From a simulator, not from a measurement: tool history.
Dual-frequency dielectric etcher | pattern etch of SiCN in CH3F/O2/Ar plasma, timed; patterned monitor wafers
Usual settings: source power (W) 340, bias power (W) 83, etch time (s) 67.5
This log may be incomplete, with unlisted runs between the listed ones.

| run | day | source power (W) | bias power (W) | etch time (s) | read-back reference wafer on the same gauge, depth_nm | mean etch depth across the wafer (nm) |
|---|---|---|---|---|---|---|
| 1 | 0 | 380 | 74 | 67.5 | 21.58 | 23.31 |
| 2 | 1.033 | 340 | 83 | 67.5 | 21.6 | 23.6 |
| 3 | 2.738 | 340 | 83 | 67.5 | 21.58 | 23.56 |
| 4 | 5.15 | 340 | 83 | 67.5 | 21.59 | 23.53 |
| 5 | 7.392 | 340 | 83 | 67.5 | 21.6 | 23.25 |
| 6 | 9.592 | 340 | 83 | 67.5 | 21.61 | 23.15 |
|  | 14.921 | bias power generator calibrated |
| 7 | 16.921 | 340 | 83 | 67.5 | 21.61 | 22.78 |
|  | 19.129 | wet clean of the chamber |
| 8 | 19.15 | 340 | 83 | 67.5 | 21.59 | 24.04 |
| 9 | 20.375 | 340 | 83 | 67.5 | 21.57 | 24.13 |
| 10 | 22.317 | 340 | 83 | 67.5 | 21.62 | 23.82 |
| 11 | 24.425 | 340 | 83 | 67.5 | 21.57 | 23.92 |
| 12 | 25.462 | 380 | 83 | 53 | 21.59 | 19.32 |
| 13 | 27.338 | 340 | 72 | 58.5 | 21.58 | 19.69 |
|  | 29.804 | upper electrode replaced |
| 14 | 29.825 | 380 | 74 | 67.5 | 21.61 | 23.4 |
|  | 31.217 | source power generator calibrated |
| 15 | 31.479 | 260 | 101 | 61.5 | 21.6 | 21.37 |
|  | 32.746 | gauge calibrated |
| 16 | 34.133 | 270 | 93 | 67.5 | 21.6 | 22.77 |
| 17 | 35.342 | 300 | 76 | 54 | 21.58 | 17.4 |
| 18 | 37.817 | 310 | 63 | 82.5 | 21.62 | 25.69 |
| 19 | 38.946 | 340 | 83 | 67.5 | 21.6 | 23.19 |
| 20 | 41.425 | 340 | 83 | 67.5 | 21.61 | 23.11 |
| 21 | 42.775 | 340 | 75 | 78.5 | 21.6 | 25.8 |
|  | 44.983 | wet clean of the chamber |
| 22 | 46.788 | 300 | 66 | 53 | 21.6 | 17.33 |
| 23 | 48.312 | 340 | 83 | 67.5 | 21.64 | 24.53 |

Each row is a separate what-if for the run after 23, all from the same tool condition, not one after another. Results?
| A | 48.329 | 340 | 104 | 67.5 | ? | ? |
| B | 48.329 | 380 | 92 | 67.5 | ? | ? |
| C | 48.329 | 380 | 67 | 58.5 | ? | ? |
| D | 48.329 | 300 | 83 | 86.5 | ? | ? |

| run | read-back reference wafer on the same gauge, depth_nm | mean etch depth across the wafer (nm) |
|---|---|---|
| A | 21.63 | 26.22 |
| B | 21.63 | 25.92 |
| C | 21.63 | 20.24 |
| D | 21.63 | 30.01 |
Without the tool's hidden state the same runs would have given:
| run | mean etch depth across the wafer (nm) |
|---|---|
| A | 26.06 |
| B | 25.77 |
| C | 20.12 |
| D | 29.83 |

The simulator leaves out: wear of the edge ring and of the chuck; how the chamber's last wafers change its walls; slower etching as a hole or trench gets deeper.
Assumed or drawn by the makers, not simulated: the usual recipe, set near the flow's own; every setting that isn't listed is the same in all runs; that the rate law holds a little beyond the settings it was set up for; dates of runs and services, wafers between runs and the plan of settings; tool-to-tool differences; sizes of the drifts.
